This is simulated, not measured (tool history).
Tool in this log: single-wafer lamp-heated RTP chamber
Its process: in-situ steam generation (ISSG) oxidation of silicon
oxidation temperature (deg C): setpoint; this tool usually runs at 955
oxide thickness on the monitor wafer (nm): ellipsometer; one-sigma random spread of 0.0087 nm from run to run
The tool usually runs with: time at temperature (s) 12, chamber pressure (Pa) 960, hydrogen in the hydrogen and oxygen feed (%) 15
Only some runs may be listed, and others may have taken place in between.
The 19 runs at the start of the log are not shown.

| run | day | oxidation temperature (deg C) | time at temperature (s) | chamber pressure (Pa) | hydrogen in the hydrogen and oxygen feed (%) | read-back reference wafer on the same gauge, thickness | oxide thickness on the monitor wafer (nm) |
|---|---|---|---|---|---|---|---|
| 20 | 10.888 | 949 | 12 | 960 | 15 | 3.172 | 3.453 |
| 21 | 11.196 | 961 | 12 | 960 | 15 | 3.172 | 3.566 |
|  | 11.883 | pressure gauge zeroed |
| 22 | 11.904 | 955 | 12 | 960 | 15 | 3.166 | 3.51 |
| 23 | 13.646 | 955 | 12 | 960 | 15 | 3.172 | 3.516 |
| 24 | 14.321 | 955 | 12 | 920 | 15 | 3.17 | 3.498 |
| 25 | 14.708 | 955 | 12 | 960 | 15 | 3.172 | 3.516 |
| 26 | 15.2 | 955 | 12 | 960 | 15 | 3.172 | 3.526 |
| 27 | 15.638 | 955 | 12 | 1080 | 15 | 3.17 | 3.533 |
| 28 | 16.108 | 955 | 10 | 960 | 22 | 3.171 | 3.613 |
| 29 | 16.383 | 968 | 8 | 1067 | 24 | 3.173 | 3.523 |
| 30 | 16.638 | 955 | 12 | 1040 | 19 | 3.171 | 3.727 |
| 31 | 17.025 | 955 | 12 | 960 | 15 | 3.172 | 3.528 |
| 32 | 17.296 | 955 | 14 | 960 | 25 | 3.17 | 4.287 |

Forecast each of these 3 alternatives for the next run:
| A | 17.312 | 955 | 12 | 960 | 15 | ? | ? |
| B | 17.312 | 965 | 12 | 1147 | 15 | ? | ? |
| C | 17.312 | 940 | 12 | 1040 | 15 | ? | ? |

| run | read-back reference wafer on the same gauge, thickness | oxide thickness on the monitor wafer (nm) |
|---|---|---|
| A | 3.172 | 3.521 |
| B | 3.172 | 3.627 |
| C | 3.172 | 3.409 |
Had the tool no hidden state, the same runs would have come out as:
| run | oxide thickness on the monitor wafer (nm) |
|---|---|
| A | 3.482 |
| B | 3.583 |
| C | 3.374 |

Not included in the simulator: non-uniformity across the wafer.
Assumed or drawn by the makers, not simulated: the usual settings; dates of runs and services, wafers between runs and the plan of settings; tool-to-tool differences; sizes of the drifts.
